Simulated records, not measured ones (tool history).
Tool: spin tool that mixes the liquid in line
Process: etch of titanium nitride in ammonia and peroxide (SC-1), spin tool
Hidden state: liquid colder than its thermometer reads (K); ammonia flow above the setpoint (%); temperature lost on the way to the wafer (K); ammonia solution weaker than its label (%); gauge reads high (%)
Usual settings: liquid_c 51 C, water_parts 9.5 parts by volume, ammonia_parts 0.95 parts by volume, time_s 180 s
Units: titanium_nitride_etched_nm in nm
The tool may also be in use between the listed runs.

| run | hour | liquid_c | water_parts | ammonia_parts | time_s | wafers since the last listed run | hours since the thermometer was replaced | hours since the ammonia flow meter was replaced | hours since the heated supply line was repaired | hours since the drum of ammonia solution was connected | hours since the gauge calibration | read-back film thickness of the titanium nitride reference wafer, read on the same gauge (nm) | titanium_nitride_etched_nm |
|---|---|---|---|---|---|---|---|---|---|---|---|---|---|
| 1 | 0 | 51 | 9.5 | 0.95 | 100 | 0 | 1694.8 | 606.6 | 1807.3 | 571.1 | 80.8 | 29.98 | 3.85 |
| 2 | 94.8 | 51 | 9.5 | 0.95 | 260 | 613 | 1789.6 | 701.4 | 1902.1 | 665.9 | 175.6 | 30.01 | 10.01 |
| 3 | 189.5 | 51 | 9.5 | 0.95 | 180 | 613 | 1884.3 | 796.1 | 1996.8 | 760.6 | 270.3 | 30 | 6.87 |
| 4 | 248.8 | 51 | 9.5 | 0.95 | 180 | 383 | 1943.6 | 855.4 | 2056.1 | 819.9 | 329.6 | 30.03 | 6.85 |
| 5 | 327.3 | 51 | 9.5 | 1.05 | 180 | 508 | 2022.1 | 933.9 | 2134.6 | 898.4 | 408.1 | 30.02 | 7 |
|  | 352.3 | ammonia flow meter replaced |
| 6 | 373.7 | 51 | 9.5 | 1.05 | 180 | 293 | 2068.5 | 21.4 | 2181 | 944.8 | 454.5 | 30.01 | 7.04 |
| 7 | 409.9 | 51 | 9.5 | 1.05 | 180 | 234 | 2104.7 | 57.6 | 2217.2 | 981 | 490.7 | 29.99 | 7.03 |
| 8 | 484.4 | 54.5 | 9.5 | 1.2 | 145 | 482 | 2179.2 | 132.1 | 2291.7 | 1055.5 | 565.2 | 30 | 7.38 |
| 9 | 566.9 | 51 | 9.5 | 0.7 | 180 | 534 | 2261.7 | 214.6 | 2374.2 | 1138 | 647.7 | 30 | 6.66 |
| 10 | 607.5 | 51 | 6 | 0.95 | 225 | 262 | 2302.3 | 255.2 | 2414.8 | 1178.6 | 688.3 | 30.01 | 10.79 |
|  | 641 | thermometer replaced |
|  | 673.1 | new drum of ammonia solution connected |
|  | 676.2 | gauge calibrated |
|  | 702 | heated supply line repaired |
| 11 | 880.5 | 45 | 9.5 | 0.95 | 180 | 1748 | 239.5 | 528.2 | 178.5 | 207.4 | 204.3 | 30.01 | 4.54 |
| 12 | 949 | 51 | 9.5 | 0.95 | 180 | 443 | 308 | 596.7 | 247 | 275.9 | 272.8 | 30 | 6.88 |
| 13 | 1023.6 | 44 | 11 | 0.75 | 240 | 483 | 382.6 | 671.3 | 321.6 | 350.5 | 347.4 | 30.02 | 5.05 |
| 14 | 1084.4 | 51 | 9.5 | 0.95 | 180 | 393 | 443.4 | 732.1 | 382.4 | 411.3 | 408.2 | 30.01 | 6.87 |

Hidden state at the last listed run before each entry between runs and at the first one after, where it differs:
Between runs 5 and 6: ammonia flow meter replaced (hour 352.3)
  no hidden state differs between the two runs
Between runs 10 and 11: thermometer replaced (hour 641); new drum of ammonia solution connected (hour 673.1); gauge calibrated (hour 676.2); heated supply line repaired (hour 702)
  no hidden state differs between the two runs

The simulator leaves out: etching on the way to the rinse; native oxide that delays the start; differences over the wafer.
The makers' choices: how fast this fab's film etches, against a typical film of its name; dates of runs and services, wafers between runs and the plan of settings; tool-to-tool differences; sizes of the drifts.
